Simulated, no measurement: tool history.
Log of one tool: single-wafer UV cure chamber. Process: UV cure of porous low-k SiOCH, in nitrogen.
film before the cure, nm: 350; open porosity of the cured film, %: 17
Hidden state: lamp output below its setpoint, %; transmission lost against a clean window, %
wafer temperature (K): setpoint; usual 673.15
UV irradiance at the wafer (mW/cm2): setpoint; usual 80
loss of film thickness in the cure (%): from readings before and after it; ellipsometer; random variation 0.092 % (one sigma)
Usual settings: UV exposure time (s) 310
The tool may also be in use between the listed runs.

run	day	wafer temperature (K)	UV exposure time (s)	UV irradiance at the wafer (mW/cm2)	wafers since the last listed run	hours since the UV bulbs were replaced	wafers since the quartz window was cleaned	loss of film thickness in the cure (%)
1	0	673.15	310	54	0	1107.4	1727	8.084
2	0.725	673.15	310	54	111	1124.8	1838	7.864
3	1.1	673.15	310	54	57	1133.8	1896	7.945
4	1.817	673.15	310	80	110	1151	2006	9.398
5	2.458	673.15	310	80	98	1166.4	2104	9.389
6	2.846	673.15	310	80	59	1175.7	2164	9.319
7	3.346	673.15	310	80	76	1187.7	2241	9.159
8	3.8	673.15	310	80	69	1198.6	2311	9.217
9	4.438	673.15	310	80	97	1213.9	2409	9.187
10	5.025	673.15	310	80	90	1228	2499	9.093
11	5.333	673.15	310	80	47	1235.4	2546	9.044
12	5.971	673.15	310	80	97	1250.7	2644	8.861
13	6.308	673.15	310	80	51	1258.8	2696	8.789
14	6.733	673.15	200	80	65	1269	2761	6.92
15	7.067	673.15	200	80	51	1277	2812	6.908
# day 7.892: quartz window cleaned
16	7.912	673.15	200	80	78	1297.3	2	7.561
17	8.171	673.15	310	80	39	1303.5	42	9.436
18	8.896	673.15	310	80	111	1320.9	153	9.236
19	9.512	673.15	310	80	94	1335.7	248	9.225
20	9.862	673.15	310	80	53	1344.1	302	9.066
21	10.375	673.15	310	80	78	1356.4	381	9.078
22	10.821	673.15	310	80	68	1367.1	449	9.064
23	11.096	673.15	310	80	42	1373.7	491	8.992
24	11.617	688.15	455	63	80	1386.2	571	9.689
# day 12.279: UV bulbs replaced
25	12.3	680.15	130	61	53	0.5	625	6.555
26	12.733	673.15	310	80	66	10.9	692	11.092
27	13.462	673.15	310	80	112	28.4	804	11.349
28	14.046	658.15	310	61	89	42.4	893	9.567
29	14.496	673.15	310	80	69	53.2	962	11.099
30	15.2	673.15	310	80	108	70.1	1071	11.109
31	15.792	673.15	310	80	90	84.3	1162	11.042
32	16.483	688.15	440	80	106	100.9	1268	12.778
33	16.875	664.15	455	101	60	110.3	1328	13.567
34	17.3	686.15	455	80	65	120.5	1393	12.837
35	17.896	688.15	420	111	91	134.8	1485	14.034
36	18.25	673.15	175	45	54	143.3	1539	6.282
37	18.796	673.15	310	52	83	156.4	1623	9.01
38	19.45	661.15	245	115	100	172.1	1723	11.266
39	19.967	656.15	135	117	79	184.5	1803	8.768
40	20.696	673.15	310	80	112	202	1915	10.837
41	21.346	673.15	130	80	99	217.6	2015	7.201
42	21.862	688.15	255	106	79	230	2094	11.248
43	22.375	673.15	310	80	78	242.3	2173	10.51
44	22.821	688.15	405	62	68	253	2241	10.948
45	23.192	673.15	310	80	56	261.9	2298	10.687
46	23.475	687.15	135	80	43	268.7	2342	7.262
47	24.171	673.15	310	67	106	285.4	2449	9.636

3 ways to go on from here, each from the tool as it stands after run 47. What would each give?
A	24.192	687.15	310	80	3	285.9	2452	?
B	24.192	657.15	155	69	3	285.9	2452	?
C	24.192	688.15	130	80	3	285.9	2452	?

run	loss of film thickness in the cure (%)
A	10.713
B	6.784
C	7.136
Without the tool's hidden state the same runs would have given:
run	loss of film thickness in the cure (%)
A	11.575
B	7.541
C	7.904
